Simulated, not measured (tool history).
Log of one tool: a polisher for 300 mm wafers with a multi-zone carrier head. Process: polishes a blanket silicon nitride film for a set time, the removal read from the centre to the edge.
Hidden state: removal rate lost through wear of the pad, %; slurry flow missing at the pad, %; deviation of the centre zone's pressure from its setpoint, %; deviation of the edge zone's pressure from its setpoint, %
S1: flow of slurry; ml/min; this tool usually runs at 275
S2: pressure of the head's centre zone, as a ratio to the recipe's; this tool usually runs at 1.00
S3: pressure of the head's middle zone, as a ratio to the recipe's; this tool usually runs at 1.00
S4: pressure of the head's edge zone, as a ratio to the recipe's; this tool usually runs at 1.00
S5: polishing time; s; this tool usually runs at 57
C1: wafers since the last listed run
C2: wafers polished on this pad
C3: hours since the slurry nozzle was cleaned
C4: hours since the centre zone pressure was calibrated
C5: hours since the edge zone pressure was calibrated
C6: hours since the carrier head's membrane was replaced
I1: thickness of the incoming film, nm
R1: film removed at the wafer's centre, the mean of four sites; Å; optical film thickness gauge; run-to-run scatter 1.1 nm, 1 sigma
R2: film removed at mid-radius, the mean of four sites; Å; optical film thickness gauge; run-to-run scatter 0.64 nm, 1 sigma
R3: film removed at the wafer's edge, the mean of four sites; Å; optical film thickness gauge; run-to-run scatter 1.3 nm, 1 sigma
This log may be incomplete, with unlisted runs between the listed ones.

run   hour   S1    S2    S3    S4  S5   C1    C2     C3      C4     C5     C6     I1    R1    R2    R3
  1    0.0  275  1.00  1.00  0.91  57    0   964    7.8   817.5   59.8  230.1  546.1   986  1024   979
  2   15.4  275  1.00  1.00  1.00  57  145  1110   23.2   832.9   75.2  245.5  559.3   998  1021  1010
      28.6  -- worn pad replaced by a new one
  3   46.2  275  1.00  1.00  1.03  57  253   166   54.0   863.7  106.0  276.3  552.3   985  1005  1031
  4   73.4  275  1.00  1.00  1.03  57  257   423   81.2   890.9  133.2  303.5  551.0  1000  1023  1005
  5   92.7  275  1.00  1.00  1.00  57  182   606  100.5   910.2  152.5  322.8  550.1   989  1011  1002
  6  112.9  275  1.00  1.00  1.00  57  191   797  120.7   930.4  172.7  343.0  548.8  1000  1011   984
  7  143.9  275  1.00  1.00  1.00  57  293  1091  151.7   961.4  203.7  374.0  542.9   990  1011   984
  8  162.4  275  1.00  1.00  1.00  57  175  1266  170.2   979.9  222.2  392.5  548.3   980  1005   985
     172.3  -- worn pad replaced by a new one
  9  190.9  275  1.00  1.00  1.00  57  231   176  198.7  1008.4  250.7  421.0  552.0   965   994  1005
 10  204.2  275  1.00  1.00  1.00  57  125   302  212.0  1021.7  264.0  434.3  544.3   974   988   999
     219.4  -- centre zone pressure recalibrated
 11  219.9  275  1.00  1.00  1.00  57  129   431  227.7     0.5  279.7  450.0  550.4   984   998   965
     243.2  -- carrier head's membrane replaced by a new one
 12  254.1  275  1.04  0.94  1.11  42  276   708  261.9    34.7  313.9   10.9  542.2   743   690   739
 13  277.7  275  1.00  1.00  1.00  57  223   931  285.5    58.3  337.5   34.5  548.6   965   978   979
     281.9  -- worn pad replaced by a new one
 14  301.8  275  1.00  1.00  0.91  57  190   188  309.6    82.4  361.6   58.6  550.3   937   966   922
 15  326.7  275  1.09  0.90  1.00  38  235   424  334.5   107.3  386.5   83.5  559.0   663   582   633
     332.5  -- slurry nozzle cleaned
 16  345.1  275  0.92  1.00  0.95  57  164   588   12.6   125.7  404.9  101.9  544.8   922  1007   965
 17  358.7  185  1.00  1.00  1.00  57  128   717   26.2   139.3  418.5  115.5  543.2   943   957   954
     427.8  -- worn pad replaced by a new one
     457.0  -- edge zone pressure recalibrated
 18  462.0  275  1.00  1.00  1.00  57  921   304  129.5   242.6    5.0  218.8  543.1  1004  1021   996
 19  479.9  275  1.00  0.88  1.06  72  169   474  147.4   260.5   22.9  236.7  556.4  1233  1138  1272
 20  539.4  275  1.00  1.00  1.00  57  563  1037  206.9   320.0   82.4  296.2  561.4   964   988   973
     548.3  -- worn pad replaced by a new one
 21  561.2  275  1.08  0.95  1.00  46  168   122  228.7   341.8  104.2  318.0  547.4   834   765   808
 22  595.1  275  0.89  1.00  1.00  40  320   443  262.6   375.7  138.1  351.9  549.7   590   690   675

Consider 4 possible next runs. They are alternatives, not a sequence: every one starts from the tool as it was left by run 22. What does each give?
  A  595.5  275  1.00  1.00  1.08  57   3  446  263.0  376.1  138.5  352.3  555.3   ?   ?   ?
  B  595.5  275  0.94  1.00  1.00  57   3  446  263.0  376.1  138.5  352.3  555.3   ?   ?   ?
  C  595.5  350  1.00  1.00  1.00  52   3  446  263.0  376.1  138.5  352.3  555.3   ?   ?   ?
  D  595.5  275  1.07  1.00  1.00  57   3  446  263.0  376.1  138.5  352.3  555.3   ?   ?   ?

run    R1   R2    R3
  A   961  997  1020
  B   902  998   984
  C   908  940   919
  D  1028  997   984
With the hidden condition removed and each run's random variation left untouched, the same runs would have given:
run    R1    R2    R3
  A  1001  1034  1048
  B   940  1035  1011
  C   937   967   940
  D  1071  1034  1011

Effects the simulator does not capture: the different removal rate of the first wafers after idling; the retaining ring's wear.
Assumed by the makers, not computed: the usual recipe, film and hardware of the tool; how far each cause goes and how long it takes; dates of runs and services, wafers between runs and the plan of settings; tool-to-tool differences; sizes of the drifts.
